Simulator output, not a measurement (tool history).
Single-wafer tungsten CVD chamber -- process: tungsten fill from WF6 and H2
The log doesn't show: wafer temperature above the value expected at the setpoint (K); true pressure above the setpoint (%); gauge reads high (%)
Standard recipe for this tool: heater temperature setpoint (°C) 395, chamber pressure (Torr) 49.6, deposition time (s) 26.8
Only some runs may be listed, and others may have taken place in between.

run    hour  heater temperature setpoint (°C)  chamber pressure (Torr)  deposition time (s)  wafers since the last listed run  hours since the last thermocouple change  hours since the last manometer calibration  hours since the showerhead was replaced  hours since the gauge calibration  read-back reference wafer on the same gauge, thickness_nm  mean film thickness on the monitor wafer (Å)
  1     0.0                               395                     53.2                 26.8                                 0                                    2091.9                                       394.1                                   3083.3                              372.6                                                     95.090                                        926.48
  2    61.6                               395                     49.6                 26.8                              1564                                    2153.5                                       455.7                                   3144.9                              434.2                                                     95.070                                        907.35
  3   157.0                               395                     49.6                 26.8                              2422                                    2248.9                                       551.1                                   3240.3                              529.6                                                     95.021                                        904.41
  4   194.3                               395                     49.6                 22.9                               947                                    2286.2                                       588.4                                   3277.6                              566.9                                                     95.119                                        780.10
  5   260.5                               395                     49.6                 22.9                              1680                                    2352.4                                       654.6                                   3343.8                              633.1                                                     95.045                                        778.13
  6   359.2                               400                     41.2                 26.8                              2506                                    2451.1                                       753.3                                   3442.5                              731.8                                                     95.057                                        955.95
  7   456.0                               400                     41.2                 26.8                              2457                                    2547.9                                       850.1                                   3539.3                              828.6                                                     95.017                                        961.14
      492.5  -- thermocouple changed; heater temperature recalibrated
  8   536.5                               400                     41.2                 26.8                              1840                                      44.0                                       930.6                                   3619.8                              909.1                                                     95.016                                        959.46
      556.8  -- showerhead replaced
  9   621.9                               395                     49.6                 26.8                              1965                                     129.4                                      1016.0                                     65.1                              994.5                                                     94.965                                        900.46
 10   729.2                               395                     49.6                 30.7                              2724                                     236.7                                      1123.3                                    172.4                             1101.8                                                     94.892                                       1037.18
 11   783.9                               395                     49.6                 26.8                              1388                                     291.4                                      1178.0                                    227.1                             1156.5                                                     95.022                                        911.33
 12   832.6                               395                     49.6                 26.8                              1236                                     340.1                                      1226.7                                    275.8                             1205.2                                                     94.970                                        910.53
 13   868.7                               395                     49.6                 25.3                               916                                     376.2                                      1262.8                                    311.9                             1241.3                                                     95.013                                        849.57
 14   941.8                               406                     49.6                 23.0                              1856                                     449.3                                      1335.9                                    385.0                             1314.4                                                     95.074                                        968.86
 15  1105.8                               395                     49.6                 26.8                              4164                                     613.3                                      1499.9                                    549.0                             1478.4                                                     94.960                                        898.59
 16  1201.5                               408                     59.6                 26.8                              2430                                     709.0                                      1595.6                                    644.7                             1574.1                                                     94.960                                       1238.57
 17  1285.7                               395                     49.6                 26.8                              2138                                     793.2                                      1679.8                                    728.9                             1658.3                                                     95.040                                        894.96
 18  1323.5                               406                     57.2                 22.7                               959                                     831.0                                      1717.6                                    766.7                             1696.1                                                     95.023                                        995.42
 19  1385.1                               395                     49.6                 26.8                              1564                                     892.6                                      1779.2                                    828.3                             1757.7                                                     94.961                                        886.46
 20  1431.1                               395                     49.6                 26.8                              1168                                     938.6                                      1825.2                                    874.3                             1803.7                                                     95.018                                        887.84
 21  1502.8                               395                     49.6                 31.0                              1820                                    1010.3                                      1896.9                                    946.0                             1875.4                                                     94.992                                       1017.72
     1535.7  -- capacitance manometer re-zeroed and calibrated
     1545.2  -- gauge calibrated
 22  1571.0                               395                     49.6                 26.8                              1528                                    1078.5                                        35.3                                   1014.2                               25.8                                                     95.009                                        921.17
 23  1614.9                               385                     53.8                 21.8                              1114                                    1122.4                                        79.2                                   1058.1                               69.7                                                     94.951                                        609.73
 24  1719.9                               390                     44.2                 23.8                              2666                                    1227.4                                       184.2                                   1163.1                              174.7                                                     94.974                                        705.04
 25  1837.3                               395                     49.6                 26.8                              2981                                    1344.8                                       301.6                                   1280.5                              292.1                                                     95.049                                        908.62
 26  2118.9                               382                     49.6                 23.5                              7150                                    1626.4                                       583.2                                   1562.1                              573.7                                                     95.038                                        599.41

For run 27, what comes out?
 27  2179.9                               409                     60.9                 31.9                              1548                                    1687.4                                       644.2                                   1623.1                              634.7                                                          ?                                             ?

read-back reference wafer on the same gauge, thickness_nm: 94.946
mean film thickness on the monitor wafer (Å): 1549.72
With the hidden condition absent and the run-to-run variation left alone, this run would have shown mean film thickness on the monitor wafer (Å) 1551.12.
